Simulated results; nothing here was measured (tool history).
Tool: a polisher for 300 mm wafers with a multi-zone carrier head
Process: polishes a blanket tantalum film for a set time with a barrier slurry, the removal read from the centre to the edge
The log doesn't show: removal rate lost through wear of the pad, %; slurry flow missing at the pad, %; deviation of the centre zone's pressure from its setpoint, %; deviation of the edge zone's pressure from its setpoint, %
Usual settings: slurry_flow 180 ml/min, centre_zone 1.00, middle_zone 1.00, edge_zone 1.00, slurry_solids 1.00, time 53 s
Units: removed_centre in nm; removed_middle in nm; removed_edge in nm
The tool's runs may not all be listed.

| run | hour | slurry_flow | centre_zone | middle_zone | edge_zone | slurry_solids | time | wafers since the last listed run | wafers polished on this pad | hours since the slurry nozzle was cleaned | hours since the centre zone pressure was calibrated | hours since the edge zone pressure was calibrated | hours since the carrier head's membrane was replaced | incoming thickness of the incoming film, nm | removed_centre | removed_middle | removed_edge |
|---|---|---|---|---|---|---|---|---|---|---|---|---|---|---|---|---|---|
| 1 | 0.0 | 180 | 1.00 | 1.00 | 1.00 | 1.00 | 53 | 0 | 827 | 117.8 | 358.1 | 1029.4 | 370.6 | 312.7 | 117.3 | 116.6 | 112.6 |
| 2 | 27.5 | 180 | 1.00 | 1.00 | 1.00 | 1.00 | 53 | 316 | 1144 | 145.3 | 385.6 | 1056.9 | 398.1 | 308.9 | 112.1 | 115.2 | 111.4 |
|  | 50.5 | edge zone pressure recalibrated |
| 3 | 53.1 | 180 | 1.00 | 1.00 | 1.00 | 1.00 | 53 | 271 | 1416 | 170.9 | 411.2 | 2.6 | 423.7 | 307.4 | 111.8 | 113.5 | 109.3 |
| 4 | 66.9 | 150 | 1.00 | 1.00 | 1.09 | 1.00 | 53 | 158 | 1575 | 184.7 | 425.0 | 16.4 | 437.5 | 304.6 | 107.2 | 108.0 | 110.6 |
|  | 75.5 | slurry nozzle cleaned |
| 5 | 88.2 | 150 | 1.00 | 1.00 | 1.09 | 1.00 | 53 | 233 | 1808 | 12.7 | 446.3 | 37.7 | 458.8 | 307.5 | 104.7 | 106.3 | 108.2 |
|  | 100.4 | worn pad replaced by a new one |
| 6 | 124.1 | 150 | 1.00 | 1.00 | 1.09 | 1.00 | 53 | 367 | 273 | 48.6 | 482.2 | 73.6 | 494.7 | 310.3 | 114.8 | 113.3 | 117.3 |
| 7 | 153.3 | 180 | 1.00 | 1.00 | 1.09 | 1.00 | 53 | 336 | 609 | 77.8 | 511.4 | 102.8 | 523.9 | 308.2 | 116.9 | 114.3 | 116.7 |
| 8 | 167.1 | 180 | 0.90 | 1.00 | 0.96 | 1.00 | 53 | 158 | 768 | 91.6 | 525.2 | 116.6 | 537.7 | 308.5 | 103.9 | 115.8 | 112.0 |
| 9 | 184.6 | 180 | 1.00 | 1.00 | 0.93 | 1.25 | 53 | 201 | 969 | 109.1 | 542.7 | 134.1 | 555.2 | 307.3 | 120.4 | 122.4 | 115.6 |
| 10 | 199.4 | 180 | 1.00 | 1.00 | 1.00 | 1.25 | 53 | 170 | 1140 | 123.9 | 557.5 | 148.9 | 570.0 | 313.3 | 120.0 | 118.4 | 117.4 |
| 11 | 216.5 | 180 | 1.00 | 1.00 | 1.05 | 1.00 | 53 | 196 | 1337 | 141.0 | 574.6 | 166.0 | 587.1 | 308.9 | 112.5 | 112.6 | 112.8 |
| 12 | 245.2 | 115 | 1.00 | 1.11 | 1.00 | 0.85 | 53 | 330 | 1667 | 169.7 | 603.3 | 194.7 | 615.8 | 310.8 | 94.7 | 103.9 | 96.2 |
|  | 256.8 | carrier head's membrane replaced by a new one |
|  | 262.7 | centre zone pressure recalibrated |
| 13 | 263.2 | 180 | 1.00 | 1.04 | 0.92 | 1.30 | 68 | 126 | 1794 | 187.7 | 0.5 | 212.7 | 6.4 | 310.7 | 150.0 | 154.9 | 144.4 |
|  | 279.6 | worn pad replaced by a new one |
| 14 | 293.8 | 240 | 1.00 | 1.00 | 1.00 | 1.00 | 37 | 306 | 163 | 218.3 | 31.1 | 243.3 | 37.0 | 309.7 | 85.9 | 85.0 | 83.1 |
|  | 312.5 | slurry nozzle cleaned |
| 15 | 323.1 | 180 | 1.03 | 1.00 | 1.00 | 0.80 | 53 | 325 | 489 | 10.6 | 60.4 | 272.6 | 66.3 | 310.1 | 110.2 | 109.1 | 106.0 |
| 16 | 353.6 | 155 | 1.00 | 1.00 | 1.00 | 1.00 | 53 | 351 | 840 | 41.1 | 90.9 | 303.1 | 96.8 | 308.7 | 110.7 | 109.7 | 110.5 |
| 17 | 388.7 | 180 | 1.00 | 1.00 | 1.00 | 0.85 | 53 | 404 | 1244 | 76.2 | 126.0 | 338.2 | 131.9 | 312.2 | 105.4 | 106.6 | 104.5 |
| 18 | 404.9 | 180 | 1.00 | 1.00 | 1.00 | 1.00 | 53 | 186 | 1431 | 92.4 | 142.2 | 354.4 | 148.1 | 311.7 | 111.3 | 112.5 | 108.9 |
|  | 417.8 | worn pad replaced by a new one |
| 19 | 436.8 | 180 | 1.00 | 1.00 | 1.00 | 1.00 | 47 | 321 | 218 | 124.3 | 174.1 | 386.3 | 180.0 | 305.1 | 104.8 | 105.0 | 103.1 |
| 20 | 465.6 | 150 | 1.00 | 1.00 | 1.09 | 1.00 | 53 | 331 | 550 | 153.1 | 202.9 | 415.1 | 208.8 | 313.2 | 111.5 | 114.4 | 114.3 |
|  | 533.8 | slurry nozzle cleaned |
| 21 | 565.2 | 150 | 1.00 | 1.00 | 1.00 | 1.00 | 53 | 1135 | 1685 | 31.4 | 302.5 | 514.7 | 308.4 | 308.2 | 105.7 | 108.2 | 104.9 |
|  | 590.1 | worn pad replaced by a new one |
| 22 | 596.4 | 180 | 1.00 | 1.00 | 1.00 | 1.00 | 53 | 313 | 72 | 62.6 | 333.7 | 545.9 | 339.6 | 308.9 | 119.3 | 119.1 | 116.5 |

Forecast each of these 3 alternatives for the next run:
| A | 596.8 | 180 | 1.00 | 1.00 | 1.00 | 1.00 | 53 | 4 | 77 | 63.0 | 334.1 | 546.3 | 340.0 | 311.8 | ? | ? | ? |
| B | 596.8 | 180 | 1.00 | 0.89 | 1.08 | 1.00 | 53 | 4 | 77 | 63.0 | 334.1 | 546.3 | 340.0 | 311.8 | ? | ? | ? |
| C | 596.8 | 130 | 1.00 | 1.00 | 1.00 | 1.00 | 53 | 4 | 77 | 63.0 | 334.1 | 546.3 | 340.0 | 311.8 | ? | ? | ? |

| run | removed_centre | removed_middle | removed_edge |
|---|---|---|---|
| A | 118.9 | 116.6 | 115.6 |
| B | 118.8 | 105.7 | 118.9 |
| C | 110.5 | 109.2 | 110.4 |
Without the tool's hidden state the same runs would have given:
| run | removed_centre | removed_middle | removed_edge |
|---|---|---|---|
| A | 120.8 | 118.4 | 117.5 |
| B | 120.7 | 107.4 | 120.8 |
| C | 112.3 | 111.0 | 112.2 |
